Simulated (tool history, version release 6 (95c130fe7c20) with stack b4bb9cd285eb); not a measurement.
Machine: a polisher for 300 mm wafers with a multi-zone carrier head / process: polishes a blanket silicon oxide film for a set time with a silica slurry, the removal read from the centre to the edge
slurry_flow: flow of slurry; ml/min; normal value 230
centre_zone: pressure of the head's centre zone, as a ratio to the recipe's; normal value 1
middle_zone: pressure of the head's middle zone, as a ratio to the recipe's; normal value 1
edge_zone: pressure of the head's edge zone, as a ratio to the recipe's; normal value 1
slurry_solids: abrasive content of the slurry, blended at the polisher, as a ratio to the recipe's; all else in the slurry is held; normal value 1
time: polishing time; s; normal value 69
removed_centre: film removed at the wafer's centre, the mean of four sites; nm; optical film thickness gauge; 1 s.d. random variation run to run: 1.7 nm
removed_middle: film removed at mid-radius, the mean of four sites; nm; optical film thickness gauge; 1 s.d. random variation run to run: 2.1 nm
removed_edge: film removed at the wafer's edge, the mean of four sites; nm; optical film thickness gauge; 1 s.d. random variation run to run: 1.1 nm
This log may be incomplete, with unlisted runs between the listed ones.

run	day	slurry_flow	centre_zone	middle_zone	edge_zone	slurry_solids	time	wafers since the last listed run	wafers polished on this pad	hours since the slurry nozzle was cleaned	hours since the centre zone pressure was calibrated	hours since the edge zone pressure was calibrated	hours since the carrier head's membrane was replaced	incoming thickness of the incoming film, nm	removed_centre	removed_middle	removed_edge
1	0	230	1	1	1	1	69	0	1224	18.7	633	844.6	0.5	1618	173.8	169.2	169.3
2	0.138	230	1	1	1	1	69	31	1256	22	636.3	847.9	3.8	1629.6	171.8	170.5	170.3
3	0.517	230	1	1	1	1	69	86	1342	31.1	645.4	857	12.9	1641.6	176.2	171.1	168.7
# day 0.725: centre zone pressure recalibrated
# day 1.05: worn pad replaced by a new one
4	1.071	230	1	1	1	1	69	69	5	44.4	8.3	870.3	26.2	1625.9	172.8	171.9	169.6
5	1.362	230	1	1	1	1	92	66	71	51.4	15.3	877.3	33.2	1623.8	229.6	223.2	226.4
6	1.733	230	1.03	1	1	1	69	84	155	60.3	24.2	886.2	42.1	1620.6	177.8	176	169
# day 1.858: edge zone pressure recalibrated
7	2.112	230	1	1	1	1	69	67	222	69.4	33.3	6.1	51.2	1597	171.5	172	171.2
8	2.562	190	1.08	1.09	1	1	54	102	325	80.2	44.1	16.9	62	1656.3	141.2	135.9	130.4
9	3.025	230	0.96	1	1	1	69	105	430	91.3	55.2	28	73.1	1618.3	164	170.3	168.5
10	3.729	230	0.9	1	1	1	69	160	590	108.2	72.1	44.9	90	1617.2	156.4	171.3	166.7
11	4.033	230	1	1	1	1	69	69	659	115.5	79.4	52.2	97.3	1606.9	171.3	173.9	168.6
12	4.629	230	1	1.11	1	1.1	69	135	795	129.8	93.7	66.5	111.6	1651.1	183.1	193	179.2
13	5.004	230	1	1.03	1	1	69	85	880	138.8	102.7	75.5	120.6	1617.9	172.5	175.9	170.8
14	5.75	230	1	1	1	1	69	169	1050	156.7	120.6	93.4	138.5	1640.8	171.6	169.9	167.5
15	6.425	230	1	1	1	1	69	153	1203	172.9	136.8	109.6	154.7	1630.3	173.6	176.7	169.5
# day 6.596: worn pad replaced by a new one
16	7.042	230	1	1	1	1	69	102	101	187.7	151.6	124.4	169.5	1631	172.3	171.9	169.9
17	7.304	230	1	1	1.11	1	46	59	161	194	157.9	130.7	175.8	1620.2	114.1	114.1	119.4
18	7.846	175	1	1	1	1	69	123	284	207	170.9	143.7	188.8	1615.1	165	165.3	162.8
19	8.192	230	1	1	0.94	1	69	78	363	215.3	179.2	152	197.1	1636.8	174.9	170.9	164
20	8.904	265	1	1	1	1	69	162	525	232.4	196.3	169.1	214.2	1626.1	175.9	173	172
21	9.238	230	1.04	1.09	1.1	1	69	75	601	240.4	204.3	177.1	222.2	1601.1	183.3	183.3	177
22	9.896	230	1	0.95	1	1	84	149	750	256.2	220.1	192.9	238	1634	206.8	202.3	208.7

Give the tool's hidden conditions for every run:
removal rate lost through wear of the pad, %: 0 across all the runs
slurry flow missing at the pad, %: 0 across all the runs
deviation of the centre zone's pressure from its setpoint, %: 0 across all the runs
deviation of the edge zone's pressure from its setpoint, %: 0 across all the runs
